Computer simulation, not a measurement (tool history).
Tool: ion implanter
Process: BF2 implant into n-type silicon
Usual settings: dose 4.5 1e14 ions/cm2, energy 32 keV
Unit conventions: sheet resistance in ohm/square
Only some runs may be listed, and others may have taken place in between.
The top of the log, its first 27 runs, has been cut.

| run | hour | dose | energy | read-back reference wafer on the same gauge, sheet resistance | sheet resistance |
|---|---|---|---|---|---|
| 28 | 1378.6 | 3.15 | 37.5 | 209.94 | 342.47 |
| 29 | 1418.2 | 5.22 | 32 | 210.1 | 226.62 |
| 30 | 1480.3 | 4.5 | 32 | 209.97 | 255.98 |
| 31 | 1563.8 | 5.14 | 25.5 | 209.95 | 234.99 |
| 32 | 1618.5 | 5.04 | 27 | 210.08 | 237.11 |
| 33 | 1653.8 | 4.5 | 32 | 210.06 | 256.6 |
| 34 | 1709.2 | 4.5 | 32 | 210.01 | 255.81 |
| 35 | 1762.4 | 4.91 | 22.5 | 210.07 | 247.59 |
| 36 | 1790.1 | 4.02 | 23 | 210 | 291.15 |
| 37 | 1850.2 | 5.56 | 37.5 | 210.02 | 211.69 |

What if the next run were any one of these 4? Each begins from the tool's condition after run 37:
| A | 1850.6 | 3.36 | 32 | ? | ? |
| B | 1850.6 | 4.97 | 35 | ? | ? |
| C | 1850.6 | 4.95 | 32 | ? | ? |
| D | 1850.6 | 4.89 | 26.5 | ? | ? |

| run | read-back reference wafer on the same gauge, sheet resistance | sheet resistance |
|---|---|---|
| A | 210 | 329.01 |
| B | 210 | 233.87 |
| C | 210 | 236.64 |
| D | 210 | 243.73 |
Without the tool's hidden state the same runs would have given:
| run | sheet resistance |
|---|---|
| A | 330.59 |
| B | 234.99 |
| C | 237.77 |
| D | 244.87 |
